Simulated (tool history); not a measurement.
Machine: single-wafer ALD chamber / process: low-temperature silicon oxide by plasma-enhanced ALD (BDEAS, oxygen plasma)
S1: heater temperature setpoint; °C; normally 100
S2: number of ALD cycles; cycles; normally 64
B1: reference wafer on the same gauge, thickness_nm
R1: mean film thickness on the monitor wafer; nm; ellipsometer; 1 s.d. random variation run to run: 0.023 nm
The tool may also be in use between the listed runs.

{"run": 1, "hour": 0.0, "S1": 100, "S2": 64, "B1": 7.812, "R1": 9.016}
{"run": 2, "hour": 17.9, "S1": 100, "S2": 64, "B1": 7.81, "R1": 9.034}
{"run": 3, "hour": 48.1, "S1": 100, "S2": 64, "B1": 7.811, "R1": 9.074}
{"run": 4, "hour": 76.2, "S1": 100, "S2": 64, "B1": 7.813, "R1": 9.05}
{"run": 5, "hour": 91.2, "S1": 100, "S2": 67, "B1": 7.807, "R1": 9.439}
{"run": 6, "hour": 105.7, "S1": 100, "S2": 67, "B1": 7.814, "R1": 9.41}
{"run": 7, "hour": 132.8, "S1": 100, "S2": 67, "B1": 7.81, "R1": 9.46}
{"run": 8, "hour": 156.9, "S1": 100, "S2": 64, "B1": 7.809, "R1": 9.04}
{"run": 9, "hour": 190.6, "S1": 100, "S2": 64, "B1": 7.815, "R1": 9.029}
{"run": 10, "hour": 223.5, "S1": 85, "S2": 64, "B1": 7.808, "R1": 9.438}
{"hour": 319.7, "done": "gauge calibrated"}
{"run": 11, "hour": 328.8, "S1": 88, "S2": 57, "B1": 7.809, "R1": 8.363}
{"run": 12, "hour": 342.6, "S1": 92, "S2": 64, "B1": 7.813, "R1": 9.279}
{"run": 13, "hour": 368.8, "S1": 86, "S2": 64, "B1": 7.808, "R1": 9.436}
{"run": 14, "hour": 464.8, "S1": 107, "S2": 74, "B1": 7.812, "R1": 10.366}
{"hour": 496.0, "done": "thermocouple changed; heater temperature recalibrated"}
{"run": 15, "hour": 496.5, "S1": 94, "S2": 55, "B1": 7.809, "R1": 7.903}
{"run": 16, "hour": 525.1, "S1": 110, "S2": 55, "B1": 7.811, "R1": 7.623}
{"run": 17, "hour": 555.2, "S1": 88, "S2": 69, "B1": 7.808, "R1": 10.081}
{"run": 18, "hour": 574.6, "S1": 100, "S2": 64, "B1": 7.811, "R1": 9.056}
{"run": 19, "hour": 646.2, "S1": 100, "S2": 64, "B1": 7.809, "R1": 9.062}

Branching from run 19: 3 alternative next runs. What would each branch give?
{"run": "A", "hour": 646.7, "S1": 100, "S2": 64, "B1": "?", "R1": "?"}
{"run": "B", "hour": 646.7, "S1": 112, "S2": 64, "B1": "?", "R1": "?"}
{"run": "C", "hour": 646.7, "S1": 114, "S2": 64, "B1": "?", "R1": "?"}

run=A B1=7.811 R1=9.055
run=B B1=7.811 R1=8.883
run=C B1=7.811 R1=8.854
Without the tool's unlogged condition, the same runs would have read:
run=A R1=9.055
run=B R1=8.883
run=C R1=8.854

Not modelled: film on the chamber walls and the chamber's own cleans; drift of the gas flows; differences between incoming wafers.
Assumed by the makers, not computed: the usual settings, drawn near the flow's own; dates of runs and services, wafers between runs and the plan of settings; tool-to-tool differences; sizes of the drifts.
